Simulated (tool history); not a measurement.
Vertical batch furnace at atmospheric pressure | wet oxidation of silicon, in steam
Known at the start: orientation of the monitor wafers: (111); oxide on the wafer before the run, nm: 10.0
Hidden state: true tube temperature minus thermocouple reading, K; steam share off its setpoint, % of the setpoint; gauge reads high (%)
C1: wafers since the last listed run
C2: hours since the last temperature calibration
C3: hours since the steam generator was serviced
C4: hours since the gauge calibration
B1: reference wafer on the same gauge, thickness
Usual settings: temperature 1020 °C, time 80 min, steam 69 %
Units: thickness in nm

{"run": 1, "hour": 0.0, "temperature": 1020, "time": 80, "steam": 74, "C1": 0, "C2": 2375.9, "C3": 3051.8, "C4": 635.1, "B1": 540.09, "thickness": 479.3}
{"run": 2, "hour": 50.0, "temperature": 1020, "time": 80, "steam": 74, "C1": 502, "C2": 2425.9, "C3": 3101.8, "C4": 685.1, "B1": 539.75, "thickness": 478.95}
{"run": 3, "hour": 119.2, "temperature": 1020, "time": 80, "steam": 69, "C1": 694, "C2": 2495.1, "C3": 3171, "C4": 754.3, "B1": 540.45, "thickness": 457.07}
{"run": 4, "hour": 151.6, "temperature": 1020, "time": 80, "steam": 69, "C1": 325, "C2": 2527.5, "C3": 3203.4, "C4": 786.7, "B1": 539.95, "thickness": 457}
{"run": 5, "hour": 215.4, "temperature": 1020, "time": 80, "steam": 69, "C1": 640, "C2": 2591.3, "C3": 3267.2, "C4": 850.5, "B1": 540.18, "thickness": 456.59}
{"run": 6, "hour": 247.1, "temperature": 1020, "time": 80, "steam": 69, "C1": 318, "C2": 2623, "C3": 3298.9, "C4": 882.2, "B1": 540.2, "thickness": 456.18}
{"run": 7, "hour": 273.5, "temperature": 1020, "time": 80, "steam": 69, "C1": 265, "C2": 2649.4, "C3": 3325.3, "C4": 908.6, "B1": 539.43, "thickness": 459.23}
{"hour": 283.3, "done": "gauge calibrated"}
{"run": 8, "hour": 312.8, "temperature": 1020, "time": 80, "steam": 69, "C1": 394, "C2": 2688.7, "C3": 3364.6, "C4": 29.5, "B1": 540.16, "thickness": 456.04}
{"run": 9, "hour": 357.5, "temperature": 1020, "time": 80, "steam": 69, "C1": 448, "C2": 2733.4, "C3": 3409.3, "C4": 74.2, "B1": 539.86, "thickness": 453.74}
{"run": 10, "hour": 407.9, "temperature": 1020, "time": 67.5, "steam": 69, "C1": 506, "C2": 2783.8, "C3": 3459.7, "C4": 124.6, "B1": 540.49, "thickness": 411.46}
{"hour": 499.8, "done": "thermocouples replaced and temperature profile calibrated"}
{"run": 11, "hour": 524.6, "temperature": 1043, "time": 112, "steam": 60, "C1": 930, "C2": 24.8, "C3": 3576.4, "C4": 241.3, "B1": 539.55, "thickness": 563.04}
{"run": 12, "hour": 580.8, "temperature": 1000, "time": 80, "steam": 69, "C1": 564, "C2": 81, "C3": 3632.6, "C4": 297.5, "B1": 540.12, "thickness": 407.04}
{"hour": 607.9, "done": "steam generator serviced"}
{"run": 13, "hour": 640.1, "temperature": 997, "time": 97, "steam": 58, "C1": 354, "C2": 140.3, "C3": 32.2, "C4": 356.8, "B1": 539.97, "thickness": 430.03}
{"run": 14, "hour": 671.2, "temperature": 997, "time": 97, "steam": 58, "C1": 312, "C2": 171.4, "C3": 63.3, "C4": 387.9, "B1": 540.02, "thickness": 428.12}
{"run": 15, "hour": 729.0, "temperature": 1020, "time": 62.5, "steam": 81, "C1": 580, "C2": 229.2, "C3": 121.1, "C4": 445.7, "B1": 540.13, "thickness": 455.1}
{"run": 16, "hour": 773.7, "temperature": 1020, "time": 46.5, "steam": 69, "C1": 448, "C2": 273.9, "C3": 165.8, "C4": 490.4, "B1": 540.32, "thickness": 345.51}
{"run": 17, "hour": 811.5, "temperature": 1020, "time": 80, "steam": 69, "C1": 379, "C2": 311.7, "C3": 203.6, "C4": 528.2, "B1": 540.16, "thickness": 475.59}

Hidden state at the last listed run before each entry between runs and at the first one after, where it differs:
Between runs 7 and 8: gauge calibrated (hour 283.3)
  steam share off its setpoint, % of the setpoint: -7.58 -> -7.76
  measured less the result without the state, thickness: -21.89 -> -22.28 nm
Between runs 10 and 11: thermocouples replaced and temperature profile calibrated (hour 499.8)
  steam share off its setpoint, % of the setpoint: -8.2 -> -8.75
  measured less the result without the state, thickness: -21.58 -> -29.82 nm
Between runs 12 and 13: steam generator serviced (hour 607.9)
  steam share off its setpoint, % of the setpoint: -9.03 -> -0.134
  measured less the result without the state, thickness: -24.33 -> -0.35 nm

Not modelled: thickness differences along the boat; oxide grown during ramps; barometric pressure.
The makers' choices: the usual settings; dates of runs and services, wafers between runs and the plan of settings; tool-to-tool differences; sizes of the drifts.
